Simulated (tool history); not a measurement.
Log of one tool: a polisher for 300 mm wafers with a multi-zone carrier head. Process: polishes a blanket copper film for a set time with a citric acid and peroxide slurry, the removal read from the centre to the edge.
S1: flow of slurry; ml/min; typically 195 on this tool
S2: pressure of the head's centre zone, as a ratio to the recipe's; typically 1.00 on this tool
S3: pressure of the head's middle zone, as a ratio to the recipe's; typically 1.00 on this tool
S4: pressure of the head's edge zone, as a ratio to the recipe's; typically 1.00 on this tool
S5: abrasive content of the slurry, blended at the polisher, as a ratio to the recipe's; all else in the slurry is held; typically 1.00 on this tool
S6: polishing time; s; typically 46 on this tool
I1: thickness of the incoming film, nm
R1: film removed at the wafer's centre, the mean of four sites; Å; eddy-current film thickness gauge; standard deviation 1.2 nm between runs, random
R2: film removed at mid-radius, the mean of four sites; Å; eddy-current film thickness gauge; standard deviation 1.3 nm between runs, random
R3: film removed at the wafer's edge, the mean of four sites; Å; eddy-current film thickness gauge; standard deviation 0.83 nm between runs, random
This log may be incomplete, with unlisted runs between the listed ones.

{"run": 1, "hour": 0.0, "S1": 195, "S2": 1.0, "S3": 1.0, "S4": 1.0, "S5": 1.0, "S6": 46, "I1": 1237.0, "R1": 882, "R2": 868, "R3": 870}
{"run": 2, "hour": 6.5, "S1": 195, "S2": 1.0, "S3": 1.0, "S4": 1.0, "S5": 1.0, "S6": 46, "I1": 1221.6, "R1": 851, "R2": 847, "R3": 862}
{"run": 3, "hour": 24.4, "S1": 195, "S2": 1.0, "S3": 1.09, "S4": 1.0, "S5": 1.0, "S6": 46, "I1": 1217.8, "R1": 863, "R2": 938, "R3": 834}
{"run": 4, "hour": 32.7, "S1": 195, "S2": 1.0, "S3": 1.09, "S4": 1.0, "S5": 1.0, "S6": 46, "I1": 1227.7, "R1": 869, "R2": 934, "R3": 836}
{"run": 5, "hour": 50.0, "S1": 195, "S2": 1.0, "S3": 1.0, "S4": 1.0, "S5": 1.0, "S6": 46, "I1": 1224.2, "R1": 864, "R2": 835, "R3": 848}
{"run": 6, "hour": 58.9, "S1": 195, "S2": 1.0, "S3": 1.0, "S4": 1.0, "S5": 1.0, "S6": 46, "I1": 1234.1, "R1": 831, "R2": 854, "R3": 850}
{"run": 7, "hour": 74.7, "S1": 195, "S2": 1.0, "S3": 1.0, "S4": 0.93, "S5": 1.0, "S6": 46, "I1": 1257.1, "R1": 820, "R2": 838, "R3": 798}
{"hour": 82.9, "done": "carrier head's membrane replaced by a new one, of another model than before"}
{"run": 8, "hour": 87.2, "S1": 195, "S2": 1.0, "S3": 1.0, "S4": 0.93, "S5": 1.0, "S6": 46, "I1": 1233.5, "R1": 805, "R2": 835, "R3": 769}
{"run": 9, "hour": 104.0, "S1": 195, "S2": 1.0, "S3": 1.0, "S4": 1.0, "S5": 1.0, "S6": 46, "I1": 1244.4, "R1": 820, "R2": 826, "R3": 797}
{"run": 10, "hour": 114.7, "S1": 195, "S2": 1.0, "S3": 1.0, "S4": 1.0, "S5": 0.85, "S6": 46, "I1": 1244.8, "R1": 766, "R2": 772, "R3": 757}
{"run": 11, "hour": 130.5, "S1": 195, "S2": 1.0, "S3": 1.0, "S4": 1.0, "S5": 1.0, "S6": 46, "I1": 1230.6, "R1": 796, "R2": 815, "R3": 785}
{"hour": 158.1, "done": "centre zone pressure recalibrated"}
{"run": 12, "hour": 159.2, "S1": 195, "S2": 1.0, "S3": 1.0, "S4": 1.0, "S5": 1.0, "S6": 46, "I1": 1225.7, "R1": 770, "R2": 775, "R3": 776}
{"hour": 171.9, "done": "worn pad replaced by a new one"}
{"run": 13, "hour": 172.4, "S1": 195, "S2": 1.05, "S3": 1.0, "S4": 1.1, "S5": 1.0, "S6": 46, "I1": 1225.0, "R1": 903, "R2": 890, "R3": 933}
{"hour": 179.0, "done": "slurry nozzle cleaned"}
{"run": 14, "hour": 183.6, "S1": 195, "S2": 1.0, "S3": 1.0, "S4": 1.09, "S5": 1.0, "S6": 33, "I1": 1241.1, "R1": 639, "R2": 632, "R3": 672}
{"hour": 189.1, "done": "edge zone pressure recalibrated"}
{"run": 15, "hour": 190.9, "S1": 225, "S2": 0.89, "S3": 1.0, "S4": 1.0, "S5": 1.0, "S6": 31, "I1": 1217.7, "R1": 573, "R2": 609, "R3": 586}
{"run": 16, "hour": 207.9, "S1": 195, "S2": 1.0, "S3": 1.0, "S4": 0.9, "S5": 0.7, "S6": 46, "I1": 1239.9, "R1": 781, "R2": 790, "R3": 719}
{"run": 17, "hour": 223.9, "S1": 195, "S2": 1.0, "S3": 1.0, "S4": 1.0, "S5": 1.0, "S6": 46, "I1": 1216.0, "R1": 860, "R2": 869, "R3": 859}
{"run": 18, "hour": 236.5, "S1": 195, "S2": 1.0, "S3": 1.09, "S4": 1.0, "S5": 0.75, "S6": 46, "I1": 1203.5, "R1": 790, "R2": 831, "R3": 796}
{"run": 19, "hour": 246.6, "S1": 195, "S2": 1.08, "S3": 1.08, "S4": 1.05, "S5": 1.0, "S6": 50, "I1": 1248.8, "R1": 995, "R2": 980, "R3": 949}
{"run": 20, "hour": 257.4, "S1": 195, "S2": 1.0, "S3": 1.0, "S4": 1.0, "S5": 1.0, "S6": 46, "I1": 1229.9, "R1": 837, "R2": 848, "R3": 855}

A few steps of R1 between consecutive runs. Split each: what settings, incoming material and random variation would produce without the hidden state, and what is left over for the hidden state, along with gauge scatter present in only one of the two compared results (measured, and without hidden state):
Hidden state present: removal rate lost through wear of the pad, %; slurry flow missing at the pad, %; deviation of the centre zone's pressure from its setpoint, %; deviation of the edge zone's pressure from its setpoint, %.
Run 11 -> 12: centre zone pressure recalibrated. R1 -26 Å: hidden state -30, all else +4.
Run 12 -> 13: S2 1.00 -> 1.05, S4 1.00 -> 1.10, worn pad replaced by a new one. R1 +133 Å: hidden state +109, all else +24.
Run 13 -> 14: S2 1.05 -> 1.00, S4 1.10 -> 1.09, S6 46 -> 33, slurry nozzle cleaned. R1 -264 Å: hidden state +4, all else -268.
Run 15 -> 16: S1 225 -> 195, S2 0.89 -> 1.00, S4 1.00 -> 0.90, S5 1.00 -> 0.70, S6 31 -> 46. R1 +208 Å: hidden state -6, all else +214.
